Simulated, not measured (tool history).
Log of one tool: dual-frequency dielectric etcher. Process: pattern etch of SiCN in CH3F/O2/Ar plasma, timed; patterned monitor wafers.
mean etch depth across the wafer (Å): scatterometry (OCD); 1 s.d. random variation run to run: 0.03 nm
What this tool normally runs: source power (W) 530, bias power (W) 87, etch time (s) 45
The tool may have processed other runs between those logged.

run,day,source power (W),bias power (W),etch time (s),wafers since the last listed run,hours since the last wet clean,hours since the last source power generator calibration,hours since the last bias power generator calibration,hours since the last upper electrode change,hours since the gauge calibration,"read-back reference wafer on the same gauge, depth_nm",mean etch depth across the wafer (Å)
1,0,530,87,45,0,126.9,3695.3,3830.1,3285.8,304.9,16.71,201
2,1.046,530,87,45,352,152,3720.4,3855.2,3310.9,330,16.7,200.2
3,1.725,530,87,45,229,168.3,3736.7,3871.5,3327.2,346.3,16.69,200.5
4,2.875,530,87,45,387,195.9,3764.3,3899.1,3354.8,373.9,16.71,199.9
5,3.846,530,87,45,327,219.2,3787.6,3922.4,3378.1,397.2,16.69,200
6,5.092,530,87,45,420,249.1,3817.5,3952.3,3408,427.1,16.7,200.2
7,5.829,530,87,45,248,266.8,3835.2,3970,3425.7,444.8,16.7,199.8
8,6.371,530,87,45,182,279.8,3848.2,3983,3438.7,457.8,16.71,199.5
# day 7.317: bias power generator calibrated
# day 8.183: upper electrode replaced
9,8.204,620,99,33,269,323.8,3892.2,21.3,0.5,501.8,16.71,160.8
10,8.704,530,108,45,168,335.8,3904.2,33.3,12.5,513.8,16.7,216.1
11,9.496,630,75,45,267,354.8,3923.2,52.3,31.5,532.8,16.7,199.9
# day 9.546: gauge calibrated
12,10.904,650,101,56,475,388.6,3957,86.1,65.3,32.6,16.7,278.6
13,12.208,530,87,45,439,419.9,3988.3,117.4,96.6,63.9,16.7,199.2
14,12.838,530,87,45,212,435,4003.4,132.5,111.7,79,16.7,199.1
15,13.742,470,80,39.5,305,456.7,4025.1,154.2,133.4,100.7,16.7,163.3
# day 15.446: wet clean of the chamber
16,15.467,530,87,45,244,0.5,4066.5,195.6,174.8,142.1,16.7,200.7
17,16.133,410,66,36,224,16.5,4082.5,211.6,190.8,158.1,16.7,135.2
18,17.333,450,70,34,404,45.3,4111.3,240.4,219.6,186.9,16.71,134
# day 17.875: source power generator calibrated
19,18.092,490,98,39.5,199,63.5,5.2,258.6,237.8,205.1,16.69,179.1
20,18.733,460,95,55.5,216,78.9,20.6,274,253.2,220.5,16.7,244.6
21,19.388,530,87,45,220,94.6,36.3,289.7,268.9,236.2,16.7,200.4
22,20.812,530,99,55.5,480,128.8,70.5,323.9,303.1,270.4,16.71,258.7
23,22.179,580,87,36,461,161.6,103.3,356.7,335.9,303.2,16.7,164.2
24,22.833,440,106,45,220,177.3,119,372.4,351.6,318.9,16.71,203.8
25,23.704,530,87,45,293,198.2,139.9,393.3,372.5,339.8,16.7,199.7
26,24.829,570,71,45,379,225.2,166.9,420.3,399.5,366.8,16.69,190
27,26.15,480,105,31.5,445,256.9,198.6,452,431.2,398.5,16.7,145.2
28,27.062,450,70,34,307,278.8,220.5,473.9,453.1,420.4,16.7,133
29,27.754,600,96,40,233,295.4,237.1,490.5,469.7,437,16.7,190.7
30,28.671,500,75,58.5,309,317.4,259.1,512.5,491.7,459,16.7,241.8

Run-by-run hidden state of the tool:
source power that arrives over what is set, %: 0, the same for each run
bias power that arrives over what is set, %: 0, the same for each run
gauge reads high (%): 0, the same for each run
H1: etch rate over this chamber's usual, %
run,H1
1,-0.0253
2,-0.084
3,-0.122
4,-0.187
5,-0.241
6,-0.311
7,-0.352
8,-0.383
9,-0.486
10,-0.514
11,-0.558
12,-0.637
13,-0.71
14,-0.745
15,-0.796
16,0.0563
17,0.019
18,-0.0484
19,-0.0909
20,-0.127
21,-0.164
22,-0.244
23,-0.32
24,-0.357
25,-0.406
26,-0.469
27,-0.543
28,-0.594
29,-0.633
30,-0.684

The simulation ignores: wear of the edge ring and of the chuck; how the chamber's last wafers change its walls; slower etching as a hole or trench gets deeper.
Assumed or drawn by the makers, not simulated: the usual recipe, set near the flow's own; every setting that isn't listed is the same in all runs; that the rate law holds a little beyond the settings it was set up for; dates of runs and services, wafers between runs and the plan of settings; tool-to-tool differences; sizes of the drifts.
